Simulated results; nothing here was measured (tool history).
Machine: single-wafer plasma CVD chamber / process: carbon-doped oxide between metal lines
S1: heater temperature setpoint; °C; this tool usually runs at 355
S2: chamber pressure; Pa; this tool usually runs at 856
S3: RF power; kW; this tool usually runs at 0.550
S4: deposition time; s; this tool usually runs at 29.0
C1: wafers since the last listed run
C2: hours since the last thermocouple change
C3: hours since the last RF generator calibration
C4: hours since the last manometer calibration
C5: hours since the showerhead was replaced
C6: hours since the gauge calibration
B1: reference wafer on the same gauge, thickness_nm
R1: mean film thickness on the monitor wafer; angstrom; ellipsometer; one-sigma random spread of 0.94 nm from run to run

run 1 day=0.000 | S1=355 S2=856 S3=0.550 S4=29.0 | C1=0 C2=2057.2 C3=1324.5 C4=1069.9 C5=5241.5 C6=1263.9 | B1=189.004 | R1=1559.57
-- day=1.554 gauge calibrated
-- day=2.138 showerhead replaced
run 2 day=2.650 | S1=355 S2=856 S3=0.550 S4=29.0 | C1=1370 C2=2120.8 C3=1388.1 C4=1133.5 C5=12.3 C6=26.3 | B1=188.952 | R1=1564.33
run 3 day=3.242 | S1=355 S2=856 S3=0.550 S4=29.0 | C1=350 C2=2135.0 C3=1402.3 C4=1147.7 C5=26.5 C6=40.5 | B1=188.922 | R1=1556.92
run 4 day=4.396 | S1=355 S2=856 S3=0.550 S4=29.0 | C1=682 C2=2162.7 C3=1430.0 C4=1175.4 C5=54.2 C6=68.2 | B1=188.840 | R1=1547.70
run 5 day=5.796 | S1=355 S2=856 S3=0.550 S4=29.0 | C1=828 C2=2196.3 C3=1463.6 C4=1209.0 C5=87.8 C6=101.8 | B1=189.189 | R1=1541.62
-- day=7.117 capacitance manometer re-zeroed and calibrated
run 6 day=7.138 | S1=355 S2=856 S3=0.550 S4=29.0 | C1=596 C2=2228.5 C3=1495.8 C4=0.5 C5=120.0 C6=134.0 | B1=189.030 | R1=1536.34
run 7 day=7.600 | S1=355 S2=856 S3=0.550 S4=29.0 | C1=273 C2=2239.6 C3=1506.9 C4=11.6 C5=131.1 C6=145.1 | B1=189.115 | R1=1548.10
run 8 day=8.904 | S1=355 S2=856 S3=0.550 S4=29.0 | C1=771 C2=2270.9 C3=1538.2 C4=42.9 C5=162.4 C6=176.4 | B1=188.835 | R1=1541.57
run 9 day=9.725 | S1=355 S2=856 S3=0.550 S4=29.0 | C1=485 C2=2290.6 C3=1557.9 C4=62.6 C5=182.1 C6=196.1 | B1=189.089 | R1=1535.84
run 10 day=10.912 | S1=369 S2=967 S3=0.580 S4=33.5 | C1=702 C2=2319.1 C3=1586.4 C4=91.1 C5=210.6 C6=224.6 | B1=189.027 | R1=1770.19
-- day=14.292 thermocouple changed; heater temperature recalibrated
run 11 day=14.733 | S1=369 S2=856 S3=0.550 S4=27.0 | C1=2063 C2=10.6 C3=1678.1 C4=182.8 C5=302.3 C6=316.3 | B1=189.035 | R1=1381.26
run 12 day=15.450 | S1=355 S2=937 S3=0.550 S4=24.1 | C1=424 C2=27.8 C3=1695.3 C4=200.0 C5=319.5 C6=333.5 | B1=188.923 | R1=1281.61
run 13 day=18.579 | S1=355 S2=735 S3=0.550 S4=29.0 | C1=1851 C2=102.9 C3=1770.4 C4=275.1 C5=394.6 C6=408.6 | B1=189.141 | R1=1510.63
run 14 day=19.138 | S1=349 S2=791 S3=0.550 S4=29.0 | C1=330 C2=116.3 C3=1783.8 C4=288.5 C5=408.0 C6=422.0 | B1=189.014 | R1=1549.46
run 15 day=20.496 | S1=345 S2=1039 S3=0.550 S4=29.0 | C1=803 C2=148.9 C3=1816.4 C4=321.1 C5=440.6 C6=454.6 | B1=189.010 | R1=1578.33
-- day=21.879 RF generator calibrated
run 16 day=21.900 | S1=355 S2=856 S3=0.550 S4=29.0 | C1=633 C2=182.6 C3=0.5 C4=354.8 C5=474.3 C6=488.3 | B1=189.022 | R1=1607.95
run 17 day=22.521 | S1=343 S2=995 S3=0.445 S4=33.9 | C1=367 C2=197.5 C3=15.4 C4=369.7 C5=489.2 C6=503.2 | B1=189.081 | R1=1688.95
run 18 day=23.338 | S1=355 S2=856 S3=0.550 S4=29.0 | C1=483 C2=217.1 C3=35.0 C4=389.3 C5=508.8 C6=522.8 | B1=189.054 | R1=1600.82
run 19 day=24.804 | S1=359 S2=856 S3=0.650 S4=29.0 | C1=867 C2=252.3 C3=70.2 C4=424.5 C5=544.0 C6=558.0 | B1=188.926 | R1=1765.62
run 20 day=26.179 | S1=355 S2=937 S3=0.550 S4=24.1 | C1=813 C2=285.3 C3=103.2 C4=457.5 C5=577.0 C6=591.0 | B1=188.867 | R1=1335.81
run 21 day=26.946 | S1=355 S2=856 S3=0.455 S4=32.5 | C1=453 C2=303.7 C3=121.6 C4=475.9 C5=595.4 C6=609.4 | B1=189.012 | R1=1562.56
run 22 day=28.038 | S1=363 S2=684 S3=0.550 S4=32.5 | C1=645 C2=329.9 C3=147.8 C4=502.1 C5=621.6 C6=635.6 | B1=188.779 | R1=1701.92
run 23 day=28.571 | S1=355 S2=856 S3=0.550 S4=29.0 | C1=315 C2=342.7 C3=160.6 C4=514.9 C5=634.4 C6=648.4 | B1=188.686 | R1=1590.82
run 24 day=29.412 | S1=355 S2=856 S3=0.550 S4=29.0 | C1=497 C2=362.9 C3=180.8 C4=535.1 C5=654.6 C6=668.6 | B1=189.066 | R1=1603.05
run 25 day=30.688 | S1=355 S2=856 S3=0.550 S4=29.0 | C1=754 C2=393.5 C3=211.4 C4=565.7 C5=685.2 C6=699.2 | B1=189.072 | R1=1594.35
run 26 day=34.779 | S1=370 S2=856 S3=0.550 S4=24.0 | C1=2420 C2=491.7 C3=309.6 C4=663.9 C5=783.4 C6=797.4 | B1=189.040 | R1=1274.35
run 27 day=35.350 | S1=355 S2=975 S3=0.550 S4=29.0 | C1=337 C2=505.4 C3=323.3 C4=677.6 C5=797.1 C6=811.1 | B1=188.902 | R1=1616.34
run 28 day=36.712 | S1=355 S2=856 S3=0.550 S4=31.1 | C1=806 C2=538.1 C3=356.0 C4=710.3 C5=829.8 C6=843.8 | B1=188.993 | R1=1699.90

4 options for the next run, each taken on its own from the tool as it stands now. Forecast them:
run A day=36.729 | S1=355 S2=856 S3=0.550 S4=29.0 | C1=9 C2=538.5 C3=356.4 C4=710.7 C5=830.2 C6=844.2 | B1=? | R1=?
run B day=36.729 | S1=355 S2=856 S3=0.495 S4=29.0 | C1=9 C2=538.5 C3=356.4 C4=710.7 C5=830.2 C6=844.2 | B1=? | R1=?
run C day=36.729 | S1=355 S2=856 S3=0.550 S4=26.4 | C1=9 C2=538.5 C3=356.4 C4=710.7 C5=830.2 C6=844.2 | B1=? | R1=?
run D day=36.729 | S1=355 S2=912 S3=0.455 S4=29.0 | C1=9 C2=538.5 C3=356.4 C4=710.7 C5=830.2 C6=844.2 | B1=? | R1=?

run=A B1=188.963 R1=1594.00
run=B B1=188.963 R1=1482.82
run=C B1=188.963 R1=1453.18
run=D B1=188.963 R1=1399.23
Take away the tool's hidden state, keep each run's random variation, and the runs would have read:
run=A R1=1600.78
run=B R1=1489.26
run=C R1=1459.36
run=D R1=1406.26
